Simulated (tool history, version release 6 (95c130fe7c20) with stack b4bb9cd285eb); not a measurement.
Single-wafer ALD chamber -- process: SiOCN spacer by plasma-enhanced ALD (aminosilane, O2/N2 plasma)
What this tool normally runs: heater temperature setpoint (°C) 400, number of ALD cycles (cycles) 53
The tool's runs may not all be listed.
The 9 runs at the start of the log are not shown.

run    hour  heater temperature setpoint (°C)  number of ALD cycles (cycles)  read-back reference wafer on the same gauge, thickness_nm  mean film thickness on the monitor wafer (angstrom)
 10   488.3                               400                             53                                                      2.972                                                33.11
 11     546                               400                             53                                                      2.971                                                33.13
 12   587.9                               400                             53                                                       2.97                                                33.18
 13   611.9                               392                             56                                                       2.97                                                34.83
 14   677.1                               400                             53                                                       2.97                                                33.28
 15   716.6                               400                             53                                                      2.971                                                33.01
 16     756                               400                             53                                                       2.97                                                33.06
      775.5  -- thermocouple changed; heater temperature recalibrated
 17   791.9                               400                             53                                                       2.97                                                33.05
 18   846.3                               400                             53                                                      2.969                                                33.05
 19   873.1                               400                             53                                                      2.974                                                33.11
 20   925.4                               400                             53                                                       2.97                                                33.18
 21   958.8                               400                             53                                                      2.971                                                33.13
 22  1027.4                               392                             48                                                      2.971                                                30.05
 23  1065.2                               392                             61                                                       2.97                                                38.13
 24  1101.5                               412                             59                                                      2.969                                                 35.8
 25    1156                               390                             53                                                      2.968                                                33.27
 26  1220.3                               385                             49                                                      2.969                                                30.69
 27  1278.1                               400                             53                                                       2.97                                                 33.1
     1327.5  -- gauge calibrated
 28  1350.1                               400                             53                                                       2.97                                                33.21

For run 29, what comes out?
 29  1377.7                               404                             50                                                          ?                                                    ?

read-back reference wafer on the same gauge, thickness_nm: 2.971
mean film thickness on the monitor wafer (angstrom): 30.99
Had the tool carried no hidden state, the very same run would have given mean film thickness on the monitor wafer (angstrom) 30.99.

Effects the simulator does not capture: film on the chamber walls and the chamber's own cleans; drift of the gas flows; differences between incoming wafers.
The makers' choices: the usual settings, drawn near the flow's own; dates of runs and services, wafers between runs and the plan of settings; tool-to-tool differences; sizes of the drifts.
